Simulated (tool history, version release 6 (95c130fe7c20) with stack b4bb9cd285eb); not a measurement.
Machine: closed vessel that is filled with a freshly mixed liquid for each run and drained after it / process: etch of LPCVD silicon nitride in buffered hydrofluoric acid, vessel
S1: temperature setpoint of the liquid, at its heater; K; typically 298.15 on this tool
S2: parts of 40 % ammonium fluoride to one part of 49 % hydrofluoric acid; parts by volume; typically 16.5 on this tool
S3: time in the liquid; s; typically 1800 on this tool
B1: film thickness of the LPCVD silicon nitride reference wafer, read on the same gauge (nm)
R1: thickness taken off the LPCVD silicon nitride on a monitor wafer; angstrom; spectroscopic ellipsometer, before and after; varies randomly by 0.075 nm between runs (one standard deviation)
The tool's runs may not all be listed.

run 1 hour=0 | S1=300.15 S2=16.5 S3=1800 | B1=99.99 | R1=191.8
-- hour=85.7 thermometer replaced
run 2 hour=96.6 | S1=300.15 S2=16.5 S3=1800 | B1=100.02 | R1=192.2
run 3 hour=197.8 | S1=300.15 S2=16.5 S3=1800 | B1=100 | R1=192.3
run 4 hour=288.3 | S1=298.15 S2=16.5 S3=1800 | B1=99.99 | R1=171.8
run 5 hour=390.8 | S1=298.15 S2=16.5 S3=1800 | B1=100.01 | R1=173.9
run 6 hour=493.7 | S1=298.15 S2=12.5 S3=1800 | B1=100.02 | R1=226.4
run 7 hour=572 | S1=298.15 S2=12 S3=1800 | B1=100.01 | R1=238.5
run 8 hour=618.2 | S1=298.15 S2=12 S3=1800 | B1=100 | R1=237.1
run 9 hour=699.5 | S1=301.15 S2=22.5 S3=2650 | B1=100.01 | R1=227.4
run 10 hour=754.9 | S1=293.65 S2=13.5 S3=1000 | B1=99.99 | R1=92
run 11 hour=833.2 | S1=298.15 S2=18.5 S3=1800 | B1=99.97 | R1=155.2
-- hour=870.2 gauge calibrated
run 12 hour=934.3 | S1=298.15 S2=16.5 S3=1075 | B1=100.01 | R1=103.9
run 13 hour=1008.1 | S1=302.15 S2=18.5 S3=800 | B1=99.98 | R1=85.9
run 14 hour=1106.6 | S1=301.15 S2=11 S3=1800 | B1=100.03 | R1=307.6
run 15 hour=1206.5 | S1=298.15 S2=11 S3=2495 | B1=99.99 | R1=360.9
run 16 hour=1290.5 | S1=294.65 S2=16.5 S3=1800 | B1=100 | R1=144.2
run 17 hour=1362.7 | S1=294.65 S2=19 S3=930 | B1=100 | R1=65.1
run 18 hour=1467.5 | S1=295.15 S2=12.5 S3=2785 | B1=100.01 | R1=301.9
-- hour=1723.2 hydrofluoric acid flow meter replaced
run 19 hour=1765.5 | S1=300.65 S2=14.5 S3=2610 | B1=99.99 | R1=319.5
run 20 hour=1829 | S1=298.15 S2=13.5 S3=1800 | B1=100.03 | R1=208.8
run 21 hour=1893.6 | S1=298.15 S2=16.5 S3=1800 | B1=100.01 | R1=172.3
run 22 hour=1988.5 | S1=298.15 S2=21 S3=1800 | B1=100 | R1=136.1
run 23 hour=2067.3 | S1=298.15 S2=19.5 S3=2220 | B1=100 | R1=179.8
run 24 hour=2107.7 | S1=299.65 S2=16.5 S3=1800 | B1=99.98 | R1=186.7
run 25 hour=2163.9 | S1=298.15 S2=16.5 S3=1800 | B1=100 | R1=170.9
run 26 hour=2245.7 | S1=298.15 S2=16.5 S3=1800 | B1=100.01 | R1=170.9
run 27 hour=2319.6 | S1=298.15 S2=16.5 S3=1800 | B1=100.02 | R1=172
run 28 hour=2369.7 | S1=302.15 S2=16.5 S3=2790 | B1=99.99 | R1=333.3
run 29 hour=2440.6 | S1=295.15 S2=12.5 S3=2785 | B1=100 | R1=296
run 30 hour=2533.2 | S1=295.15 S2=20.5 S3=1800 | B1=100 | R1=118

What will run 31 give?
run 31 hour=2577.9 | S1=303.15 S2=13.5 S3=940 | B1=? | R1=?

{"run 31": {"B1": 99.99, "R1": 142.2}}
Were there no unlogged condition in the tool, this run, its random variation unchanged, would have produced R1 140.8 angstrom.
